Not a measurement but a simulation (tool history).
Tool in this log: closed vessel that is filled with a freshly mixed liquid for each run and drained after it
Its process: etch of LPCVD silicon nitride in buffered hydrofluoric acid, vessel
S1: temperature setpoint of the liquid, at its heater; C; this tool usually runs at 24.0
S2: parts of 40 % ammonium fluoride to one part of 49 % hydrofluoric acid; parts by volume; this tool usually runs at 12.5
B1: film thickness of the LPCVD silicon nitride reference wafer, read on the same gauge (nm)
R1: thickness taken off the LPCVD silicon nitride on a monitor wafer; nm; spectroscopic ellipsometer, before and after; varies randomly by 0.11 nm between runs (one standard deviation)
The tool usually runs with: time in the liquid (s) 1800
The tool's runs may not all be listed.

Run 1, hour 0.0: usual settings but S2 9.5 parts by volume; B1 120.04. Result: R1 29.15 nm.
Run 2, hour 45.9: usual settings but S2 9.5 parts by volume; B1 120.02. Result: R1 29.41 nm.
Run 3, hour 71.0: usual settings but S1 22.0 C; B1 120.03. Result: R1 20.87 nm.
Run 4, hour 108.2: usual settings but S2 10.5 parts by volume, time in the liquid (s) 1540; B1 119.96. Result: R1 23.56 nm.
Run 5, hour 258.8: usual settings but S2 10.5 parts by volume, time in the liquid (s) 1540; B1 119.98. Result: R1 22.61 nm.
Run 6, hour 318.1: usual settings; B1 119.98. Result: R1 22.26 nm.
Run 7, hour 387.9: usual settings; B1 119.99. Result: R1 22.38 nm.
Run 8, hour 418.4: usual settings; B1 119.98. Result: R1 22.32 nm.
Run 9, hour 442.9: usual settings but S2 8.5 parts by volume; B1 120.01. Result: R1 31.87 nm.
Run 10, hour 506.8: usual settings but S2 9.0 parts by volume; B1 119.99. Result: R1 30.20 nm.
Run 11, hour 548.1: usual settings but S2 9.0 parts by volume; B1 120.01. Result: R1 30.12 nm.
Run 12, hour 602.4: usual settings but S1 27.5 C, S2 11.0 parts by volume, time in the liquid (s) 2335; B1 119.98. Result: R1 40.03 nm.
Run 13, hour 673.7: usual settings but S1 22.5 C, S2 16.0 parts by volume, time in the liquid (s) 1420; B1 119.98. Result: R1 12.94 nm.
Run 14, hour 711.3: usual settings but S1 26.5 C, time in the liquid (s) 1350; B1 120.03. Result: R1 19.57 nm.
Run 15, hour 754.4: usual settings; B1 120.00. Result: R1 22.12 nm.
Run 16, hour 788.7: usual settings but S2 9.0 parts by volume, time in the liquid (s) 1505; B1 119.99. Result: R1 24.71 nm.
Run 17, hour 821.3: usual settings; B1 119.99. Result: R1 22.38 nm.
Run 18, hour 855.3: usual settings but time in the liquid (s) 2520; B1 119.99. Result: R1 31.44 nm.
Run 19, hour 920.4: usual settings but S2 9.0 parts by volume; B1 119.96. Result: R1 30.02 nm.
Run 20, hour 949.4: usual settings but S1 19.5 C, S2 14.0 parts by volume; B1 120.00. Result: R1 15.66 nm.
Run 21, hour 990.0: usual settings but S1 22.0 C, S2 8.0 parts by volume, time in the liquid (s) 1005; B1 119.97. Result: R1 16.93 nm.
Run 22, hour 1055.7: usual settings but S1 20.0 C; B1 120.01. Result: R1 18.16 nm.
Run 23, hour 1111.6: usual settings; B1 120.01. Result: R1 22.65 nm.
Run 24, hour 1179.0: usual settings but S2 10.0 parts by volume; B1 119.99. Result: R1 27.79 nm.
Run 25, hour 1219.3: usual settings but S2 11.0 parts by volume, time in the liquid (s) 2330; B1 119.99. Result: R1 33.17 nm.
Run 26, hour 1243.8: usual settings but S1 28.0 C; B1 119.98. Result: R1 28.15 nm.
Run 27, hour 1274.6: usual settings but S1 20.0 C, S2 11.0 parts by volume, time in the liquid (s) 915; B1 120.01. Result: R1 10.54 nm.
Run 28, hour 1310.1: usual settings; B1 120.01. Result: R1 22.73 nm.
Run 29, hour 1376.9: usual settings but S1 25.5 C, S2 15.0 parts by volume, time in the liquid (s) 1315; B1 119.99. Result: R1 15.30 nm.
Run 30, hour 1438.9: usual settings but S1 26.0 C, time in the liquid (s) 1395; B1 120.01. Result: R1 19.84 nm.
Run 31, hour 1471.7: usual settings but S2 14.0 parts by volume, time in the liquid (s) 1255; B1 120.00. Result: R1 14.37 nm.

Not shown: 3 entries that the log had between the listed runs. Between which runs, and how does the tool's hidden state differ before and after?
Runs 4 to 5: hydrofluoric acid flow meter replaced (hour 124.3)
  liquid hotter than its thermometer reads (K): 0.387 -> 0.414; hydrofluoric acid flow above the setpoint (%): 5.7 -> 1.2
  what was measured, less what the result would be without the hidden state, R1: +1.66 -> +0.76 nm
Runs 11 to 12: gauge calibrated (hour 592.8)
  liquid hotter than its thermometer reads (K): 0.468 -> 0.478; hydrofluoric acid flow above the setpoint (%): 2.17 -> 2.35
  what was measured, less what the result would be without the hidden state, R1: +1.43 -> +1.88 nm
Runs 14 to 15: thermometer replaced (hour 743.9)
  liquid hotter than its thermometer reads (K): 0.498 -> 0.0537; hydrofluoric acid flow above the setpoint (%): 2.72 -> 2.86
  what was measured, less what the result would be without the hidden state, R1: +1.01 -> +0.66 nm

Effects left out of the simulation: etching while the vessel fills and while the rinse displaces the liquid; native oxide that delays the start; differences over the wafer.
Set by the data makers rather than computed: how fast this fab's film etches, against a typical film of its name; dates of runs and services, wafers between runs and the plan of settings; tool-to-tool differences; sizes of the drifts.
